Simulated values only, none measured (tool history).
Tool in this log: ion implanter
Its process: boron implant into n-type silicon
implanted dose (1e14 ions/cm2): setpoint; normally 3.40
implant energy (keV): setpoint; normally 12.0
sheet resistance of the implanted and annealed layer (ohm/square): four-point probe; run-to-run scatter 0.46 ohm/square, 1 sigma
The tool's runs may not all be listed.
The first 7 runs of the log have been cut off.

run,hour,implanted dose (1e14 ions/cm2),implant energy (keV),"read-back reference wafer on the same gauge, sheet resistance",sheet resistance of the implanted and annealed layer (ohm/square)
8,497.0,3.17,12.0,273.09,325.20
9,562.5,2.98,12.0,273.02,343.99
10,645.1,3.40,13.5,272.94,302.67
11,689.1,3.40,13.5,273.23,303.27
12,728.2,3.40,12.0,272.99,307.79
13,821.4,3.40,12.0,273.03,306.93
14,907.6,3.40,12.0,273.18,306.04
# hour 996.3: extraction supply calibrated
15,1204.3,3.40,12.0,273.03,306.43
16,1297.9,2.48,12.0,273.00,398.22
17,1340.1,2.72,12.0,273.02,368.65
# hour 1353.8: gauge calibrated
18,1378.2,2.75,12.0,272.84,364.91
19,1467.6,2.91,8.5,273.03,363.21
20,1545.0,3.40,12.0,272.91,305.86
21,1611.9,3.40,12.0,273.04,306.16
22,1924.8,3.92,12.0,272.99,272.30
23,2009.8,2.75,12.0,273.08,364.34
24,2046.6,3.40,10.0,273.17,311.04
# hour 2081.8: Faraday cup replaced and dose calibrated
25,2232.8,3.97,13.5,272.80,266.95
26,2319.9,3.76,11.0,272.79,286.16

Run 27 is up next; what results do you expect?
27,2372.3,2.46,13.0,?,?

{"run 27": {"read-back reference wafer on the same gauge, sheet resistance": 273.07, "sheet resistance of the implanted and annealed layer (ohm/square)": 397.49}}
If the tool had no hidden condition, the same run with the same run-to-run variation would have returned sheet resistance of the implanted and annealed layer (ohm/square) 397.69.

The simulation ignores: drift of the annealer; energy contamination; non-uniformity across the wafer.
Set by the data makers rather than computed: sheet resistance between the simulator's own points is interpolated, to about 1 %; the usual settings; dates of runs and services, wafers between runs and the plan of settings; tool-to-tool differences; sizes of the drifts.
